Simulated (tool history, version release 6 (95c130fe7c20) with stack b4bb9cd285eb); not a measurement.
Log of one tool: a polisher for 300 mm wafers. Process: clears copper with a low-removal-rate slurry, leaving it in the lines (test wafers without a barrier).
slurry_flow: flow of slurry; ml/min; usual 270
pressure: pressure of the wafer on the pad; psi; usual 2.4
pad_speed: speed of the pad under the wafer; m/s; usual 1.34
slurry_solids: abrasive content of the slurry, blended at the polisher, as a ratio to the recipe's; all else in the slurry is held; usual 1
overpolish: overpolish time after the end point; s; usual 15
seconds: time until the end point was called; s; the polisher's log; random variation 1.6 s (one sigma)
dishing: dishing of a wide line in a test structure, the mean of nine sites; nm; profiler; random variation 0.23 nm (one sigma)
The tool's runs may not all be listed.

run,hour,slurry_flow,pressure,pad_speed,slurry_solids,overpolish,wafers since the last listed run,wafers polished on this pad,hours since the slurry nozzle was cleaned,hours since the head pressure was calibrated,hours since the slurry blender was calibrated,"incoming thickness of the incoming film, nm",seconds,dishing
1,0,270,2.4,1.34,1,15,0,491,568.8,119.5,290.1,414.2,108.4,13.1
# hour 29.9: slurry nozzle cleaned
2,38.8,270,2.4,1.34,1,15,220,712,8.9,158.3,328.9,406.9,109.6,13
# hour 111.6: worn pad replaced by a new one
# hour 140.7: slurry blender recalibrated
3,169.3,270,2.4,1.34,1,15,727,325,139.4,288.8,28.6,412.4,109.5,13
4,226.4,270,2.4,1.34,1,15,333,659,196.5,345.9,85.7,414.1,112,13.4
5,253.9,270,1.9,1.34,1,15,160,819,224,373.4,113.2,417.9,135.3,12.4
# hour 275: worn pad replaced by a new one
6,315,270,2.4,1.34,1,15,333,233,285.1,434.5,174.3,414.2,106.9,13
7,341.1,270,2.4,1.52,1,15,152,386,311.2,460.6,200.4,414.6,96.3,13.4
8,394.7,270,2.4,1.52,1,15,313,699,364.8,514.2,254,421.5,103.6,13.1
9,418.8,270,2.4,1.52,1,15,140,839,388.9,538.3,278.1,412.7,99,13.5
# hour 483.7: worn pad replaced by a new one
10,488.5,270,2.4,1.34,1,15,383,27,458.6,608,347.8,416.9,107.5,12.9
# hour 505.7: head pressure recalibrated
11,541.4,220,2.4,1.34,0.9,15,297,325,511.5,35.7,400.7,413.7,113.7,13.1
# hour 570.4: slurry blender recalibrated
# hour 591.7: slurry nozzle cleaned
12,607.6,270,2.4,0.98,1,7,369,694,15.9,101.9,37.2,421.3,159.1,8.7
# hour 641.1: worn pad replaced by a new one
13,660.4,270,2.4,1.34,0.85,15,285,112,68.7,154.7,90,411.1,113.2,13.1
14,708.4,270,2.4,1.08,1,9,280,393,116.7,202.7,138,414.4,137.5,10.6
15,743.8,240,3,0.9,1,8,206,599,152.1,238.1,173.4,416.6,143.2,9.6
16,808.3,270,2.4,1.52,1,15,376,976,216.6,302.6,237.9,416.4,100.5,13.4
# hour 831.8: worn pad replaced by a new one
17,870.3,270,2.4,1.52,1,15,338,225,278.6,364.6,299.9,421.7,96.7,13.3
18,921.3,345,2.4,1.34,1,15,297,522,329.6,415.6,350.9,409.7,104.5,13.1

5 ways to go on from here, each from the tool as it stands after run 18. What would each give?
A,921.8,270,2.4,1.34,1,15,2,525,330.1,416.1,351.4,418.5,?,?
B,921.8,270,2.4,1.34,1,7,2,525,330.1,416.1,351.4,418.5,?,?
C,921.8,270,2.4,1.34,1.2,15,2,525,330.1,416.1,351.4,418.5,?,?
D,921.8,270,3,1.34,1,18,2,525,330.1,416.1,351.4,418.5,?,?
E,921.8,310,2.4,1.54,1,23,2,525,330.1,416.1,351.4,418.5,?,?

run,seconds,dishing
A,114.4,13.6
B,114.4,10.7
C,108.7,13.7
D,95.6,14.3
E,98.2,14.3
Without the tool's hidden state the same runs would have given:
run,seconds,dishing
A,110.2,13.7
B,110.2,10.9
C,104.7,13.8
D,92.1,14.3
E,94.6,14.4
